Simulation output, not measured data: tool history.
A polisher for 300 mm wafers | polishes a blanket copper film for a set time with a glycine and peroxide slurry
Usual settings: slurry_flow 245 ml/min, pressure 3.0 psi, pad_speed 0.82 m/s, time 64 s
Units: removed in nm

run,hour,slurry_flow,pressure,pad_speed,time,wafers since the last listed run,wafers polished on this pad,hours since the slurry nozzle was cleaned,hours since the head pressure was calibrated,"incoming thickness of the incoming film, nm",removed
1,0.0,245,3.0,0.82,64,0,809,586.8,299.6,1450.1,238.9
2,76.6,245,3.0,0.82,64,469,1279,663.4,376.2,1441.9,236.2
3,122.5,245,3.0,0.82,64,281,1560,709.3,422.1,1429.8,229.1
# hour 130.4: slurry nozzle cleaned
# hour 152.9: worn pad replaced by a new one
4,192.7,245,3.0,0.82,64,399,243,62.3,492.3,1419.3,281.9
5,247.7,245,3.0,0.82,64,336,580,117.3,547.3,1435.6,264.4
6,303.6,245,3.0,0.82,64,342,922,173.2,603.2,1466.0,253.9
7,381.7,245,3.0,0.82,64,478,1401,251.3,681.3,1418.6,248.5
# hour 424.9: worn pad replaced by a new one
8,446.3,245,3.0,0.92,64,371,131,315.9,745.9,1467.6,299.0
9,546.2,245,3.0,0.92,64,611,743,415.8,845.8,1471.5,271.2
10,606.1,245,3.0,0.64,51,366,1110,475.7,905.7,1418.2,159.8
# hour 660.5: head pressure recalibrated
11,668.2,245,3.0,0.82,64,368,1478,537.8,7.7,1415.7,240.3
# hour 706.4: worn pad replaced by a new one
12,771.8,275,3.0,0.82,55,610,400,641.4,111.3,1429.5,219.2
13,835.3,245,3.0,0.82,64,388,789,704.9,174.8,1416.1,239.9
# hour 845.8: slurry nozzle cleaned
14,911.8,245,3.0,1.08,64,462,1252,66.0,251.3,1437.1,324.2
# hour 954.0: worn pad replaced by a new one
15,1010.7,285,2.5,1.04,64,581,347,164.9,350.2,1431.7,295.4
16,1081.8,245,2.7,0.60,64,435,782,236.0,421.3,1432.8,188.0
# hour 1206.3: worn pad replaced by a new one
17,1270.5,245,3.0,0.82,64,1131,392,424.7,610.0,1428.6,258.8
18,1331.7,245,3.5,0.58,83,374,767,485.9,671.2,1442.7,270.6
19,1405.9,245,3.0,0.82,64,454,1222,560.1,745.4,1441.7,245.6

Forecast each of these 4 alternatives for the next run:
A,1406.3,245,3.0,0.82,64,2,1224,560.5,745.8,1439.1,?
B,1406.3,190,2.7,0.82,64,2,1224,560.5,745.8,1439.1,?
C,1406.3,245,3.0,0.98,42,2,1224,560.5,745.8,1439.1,?
D,1406.3,245,3.0,0.82,56,2,1224,560.5,745.8,1439.1,?

run,removed
A,240.0
B,210.5
C,182.3
D,210.0
Without the tool's hidden state the same runs would have given:
run,removed
A,296.3
B,266.9
C,225.0
D,259.2
